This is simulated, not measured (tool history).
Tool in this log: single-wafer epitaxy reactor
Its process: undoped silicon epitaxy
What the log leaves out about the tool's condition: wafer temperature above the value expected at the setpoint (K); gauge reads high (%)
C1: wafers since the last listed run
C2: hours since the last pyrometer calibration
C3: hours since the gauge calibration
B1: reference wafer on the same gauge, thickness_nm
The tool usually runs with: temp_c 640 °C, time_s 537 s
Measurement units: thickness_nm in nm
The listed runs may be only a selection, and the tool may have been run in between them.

run 1 hour=0.0 | temp_c=651 time_s=537 | C1=0 C2=313.9 C3=892.6 | B1=65.329 | thickness_nm=95.214
run 2 hour=76.7 | temp_c=651 time_s=537 | C1=376 C2=390.6 C3=969.3 | B1=65.272 | thickness_nm=96.433
run 3 hour=136.7 | temp_c=640 time_s=619 | C1=294 C2=450.6 C3=1029.3 | B1=65.381 | thickness_nm=85.033
run 4 hour=192.7 | temp_c=640 time_s=619 | C1=275 C2=506.6 C3=1085.3 | B1=65.344 | thickness_nm=84.039
run 5 hour=289.9 | temp_c=640 time_s=537 | C1=477 C2=603.8 C3=1182.5 | B1=65.345 | thickness_nm=73.760
run 6 hour=354.2 | temp_c=640 time_s=537 | C1=315 C2=668.1 C3=1246.8 | B1=65.395 | thickness_nm=73.053
run 7 hour=448.2 | temp_c=640 time_s=537 | C1=461 C2=762.1 C3=1340.8 | B1=65.309 | thickness_nm=73.450
run 8 hour=541.2 | temp_c=640 time_s=467 | C1=456 C2=855.1 C3=1433.8 | B1=65.269 | thickness_nm=63.966
run 9 hour=636.0 | temp_c=640 time_s=467 | C1=465 C2=949.9 C3=1528.6 | B1=65.450 | thickness_nm=64.069
run 10 hour=690.3 | temp_c=640 time_s=467 | C1=266 C2=1004.2 C3=1582.9 | B1=65.423 | thickness_nm=64.538
run 11 hour=741.3 | temp_c=640 time_s=537 | C1=250 C2=1055.2 C3=1633.9 | B1=65.401 | thickness_nm=73.811
run 12 hour=841.0 | temp_c=649 time_s=537 | C1=489 C2=1154.9 C3=1733.6 | B1=65.375 | thickness_nm=92.428
run 13 hour=943.0 | temp_c=649 time_s=537 | C1=501 C2=1256.9 C3=1835.6 | B1=65.421 | thickness_nm=93.192
run 14 hour=1039.9 | temp_c=640 time_s=537 | C1=476 C2=1353.8 C3=1932.5 | B1=65.260 | thickness_nm=74.615
run 15 hour=1109.0 | temp_c=640 time_s=537 | C1=339 C2=1422.9 C3=2001.6 | B1=65.251 | thickness_nm=74.536
-- hour=1149.9 gauge calibrated
run 16 hour=1164.7 | temp_c=640 time_s=537 | C1=273 C2=1478.6 C3=14.8 | B1=65.271 | thickness_nm=74.581
run 17 hour=1203.2 | temp_c=640 time_s=537 | C1=189 C2=1517.1 C3=53.3 | B1=65.248 | thickness_nm=74.875
run 18 hour=1281.4 | temp_c=640 time_s=537 | C1=384 C2=1595.3 C3=131.5 | B1=65.170 | thickness_nm=75.244
run 19 hour=1334.9 | temp_c=634 time_s=588 | C1=262 C2=1648.8 C3=185.0 | B1=65.378 | thickness_nm=70.019
run 20 hour=1399.5 | temp_c=634 time_s=588 | C1=317 C2=1713.4 C3=249.6 | B1=65.357 | thickness_nm=70.095
run 21 hour=1476.3 | temp_c=634 time_s=588 | C1=377 C2=1790.2 C3=326.4 | B1=65.322 | thickness_nm=69.862
run 22 hour=1581.3 | temp_c=640 time_s=537 | C1=515 C2=1895.2 C3=431.4 | B1=65.388 | thickness_nm=75.116
run 23 hour=1643.0 | temp_c=640 time_s=537 | C1=303 C2=1956.9 C3=493.1 | B1=65.199 | thickness_nm=75.282
run 24 hour=1710.7 | temp_c=650 time_s=472 | C1=332 C2=2024.6 C3=560.8 | B1=65.463 | thickness_nm=84.575
run 25 hour=1750.8 | temp_c=640 time_s=641 | C1=196 C2=2064.7 C3=600.9 | B1=65.156 | thickness_nm=89.229
run 26 hour=1827.6 | temp_c=655 time_s=622 | C1=377 C2=2141.5 C3=677.7 | B1=65.231 | thickness_nm=126.765
run 27 hour=1864.0 | temp_c=647 time_s=574 | C1=178 C2=2177.9 C3=714.1 | B1=65.341 | thickness_nm=96.622
run 28 hour=1921.6 | temp_c=635 time_s=460 | C1=282 C2=2235.5 C3=771.7 | B1=65.315 | thickness_nm=56.970
run 29 hour=2022.0 | temp_c=640 time_s=490 | C1=493 C2=2335.9 C3=872.1 | B1=65.323 | thickness_nm=69.156
run 30 hour=2082.5 | temp_c=634 time_s=537 | C1=297 C2=2396.4 C3=932.6 | B1=65.394 | thickness_nm=64.816
run 31 hour=2154.2 | temp_c=640 time_s=537 | C1=352 C2=2468.1 C3=1004.3 | B1=65.362 | thickness_nm=75.789
run 32 hour=2249.7 | temp_c=635 time_s=449 | C1=469 C2=2563.6 C3=1099.8 | B1=65.337 | thickness_nm=55.900
run 33 hour=2314.3 | temp_c=635 time_s=460 | C1=317 C2=2628.2 C3=1164.4 | B1=65.343 | thickness_nm=57.365
-- hour=2389.4 pyrometer calibrated
run 34 hour=2412.7 | temp_c=633 time_s=507 | C1=444 C2=23.3 C3=1262.8 | B1=65.224 | thickness_nm=57.461
run 35 hour=2478.0 | temp_c=640 time_s=537 | C1=320 C2=88.6 C3=1328.1 | B1=65.184 | thickness_nm=72.760
run 36 hour=2549.2 | temp_c=650 time_s=537 | C1=349 C2=159.8 C3=1399.3 | B1=65.324 | thickness_nm=94.567
run 37 hour=2587.1 | temp_c=640 time_s=537 | C1=186 C2=197.7 C3=1437.2 | B1=65.294 | thickness_nm=72.437
run 38 hour=2776.9 | temp_c=640 time_s=537 | C1=932 C2=387.5 C3=1627.0 | B1=65.320 | thickness_nm=72.799
run 39 hour=2872.3 | temp_c=632 time_s=509 | C1=468 C2=482.9 C3=1722.4 | B1=65.357 | thickness_nm=56.597
run 40 hour=2957.9 | temp_c=636 time_s=577 | C1=420 C2=568.5 C3=1808.0 | B1=65.205 | thickness_nm=71.411
run 41 hour=3012.3 | temp_c=646 time_s=581 | C1=267 C2=622.9 C3=1862.4 | B1=65.128 | thickness_nm=92.000
run 42 hour=3073.2 | temp_c=635 time_s=494 | C1=299 C2=683.8 C3=1923.3 | B1=65.366 | thickness_nm=59.391
run 43 hour=3146.5 | temp_c=640 time_s=537 | C1=360 C2=757.1 C3=1996.6 | B1=65.284 | thickness_nm=73.216
run 44 hour=3206.1 | temp_c=625 time_s=497 | C1=292 C2=816.7 C3=2056.2 | B1=65.331 | thickness_nm=46.405
-- hour=3219.7 gauge calibrated
run 45 hour=3296.2 | temp_c=649 time_s=570 | C1=442 C2=906.8 C3=76.5 | B1=65.291 | thickness_nm=98.419
run 46 hour=3340.1 | temp_c=648 time_s=608 | C1=215 C2=950.7 C3=120.4 | B1=65.116 | thickness_nm=101.982
run 47 hour=3479.0 | temp_c=626 time_s=489 | C1=682 C2=1089.6 C3=259.3 | B1=65.259 | thickness_nm=46.936

For each run, what was the tool's unlogged condition?
gauge reads high (%): 0 in every run
H1: wafer temperature above the value expected at the setpoint (K)
run=1 H1=0.196
run=2 H1=0.245
run=3 H1=0.283
run=4 H1=0.319
run=5 H1=0.381
run=6 H1=0.422
run=7 H1=0.482
run=8 H1=0.541
run=9 H1=0.602
run=10 H1=0.636
run=11 H1=0.669
run=12 H1=0.732
run=13 H1=0.797
run=14 H1=0.859
run=15 H1=0.903
run=16 H1=0.939
run=17 H1=0.963
run=18 H1=1.01
run=19 H1=1.05
run=20 H1=1.09
run=21 H1=1.14
run=22 H1=1.2
run=23 H1=1.24
run=24 H1=1.29
run=25 H1=1.31
run=26 H1=1.36
run=27 H1=1.38
run=28 H1=1.42
run=29 H1=1.49
run=30 H1=1.52
run=31 H1=1.57
run=32 H1=1.63
run=33 H1=1.67
run=34 H1=-0.118
run=35 H1=-0.076
run=36 H1=-0.0306
run=37 H1=-0.00646
run=38 H1=0.115
run=39 H1=0.175
run=40 H1=0.23
run=41 H1=0.265
run=42 H1=0.304
run=43 H1=0.35
run=44 H1=0.388
run=45 H1=0.446
run=46 H1=0.474
run=47 H1=0.562
